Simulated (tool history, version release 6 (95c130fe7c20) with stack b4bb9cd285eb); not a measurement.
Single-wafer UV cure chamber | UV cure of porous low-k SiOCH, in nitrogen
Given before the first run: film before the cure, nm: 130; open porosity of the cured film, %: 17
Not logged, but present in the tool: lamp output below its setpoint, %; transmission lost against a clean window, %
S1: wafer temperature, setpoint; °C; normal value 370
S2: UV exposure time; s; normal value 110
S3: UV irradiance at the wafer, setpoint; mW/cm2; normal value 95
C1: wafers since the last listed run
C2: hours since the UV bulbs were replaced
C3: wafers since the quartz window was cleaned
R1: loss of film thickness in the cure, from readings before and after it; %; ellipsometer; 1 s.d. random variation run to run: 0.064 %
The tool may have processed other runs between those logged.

run     day   S1   S2   S3   C1      C2    C3     R1
  1   0.000  370  110   95    0  1906.1  2617  5.828
  2   0.554  370  110   95  110  1919.4  2727  5.862
  3   1.042  370  110   95   97  1931.1  2824  5.866
  4   1.654  370  110   95  121  1945.8  2946  5.859
  5   1.975  370  110   95   63  1953.5  3010  5.827
  6   2.704  370  110   95  145  1971.0  3155  5.896
      5.012  -- UV bulbs replaced
  7   5.033  370  110   95  397     0.5  3552  7.380
  8   5.204  370  110   95   33     4.6  3586  7.313
  9   5.642  370  110   95   87    15.1  3673  7.248
 10   6.171  370  110   95  105    27.8  3778  7.351
 11   6.538  370  110   95   72    36.6  3851  7.168
 12   7.225  364   95   95  136    53.1  3988  6.614
 13   7.758  357  110  128  106    65.9  4094  8.155
      9.212  -- quartz window cleaned
 14   9.621  386   45  115  304   110.6    81  4.935
 15  10.229  384   60   95  121   125.2   202  5.229
 16  10.762  385   45  105  106   138.0   308  4.602
 17  11.167  388  110   95   80   147.7   388  7.395
 18  11.808  370  110   95  127   163.1   516  7.072
 19  12.379  370  130  113  113   176.8   629  8.393
 20  13.129  370   45   95  149   194.8   779  4.040
 21  13.808  370  110   95  135   211.1   914  6.925

Forecast run 22:
 22  14.508  370  165  135  139  227.9  1053   ?

{"run 22": {"R1": 9.752}}
If the tool had no hidden condition, the same run with the same run-to-run variation would have returned R1 10.203 %.
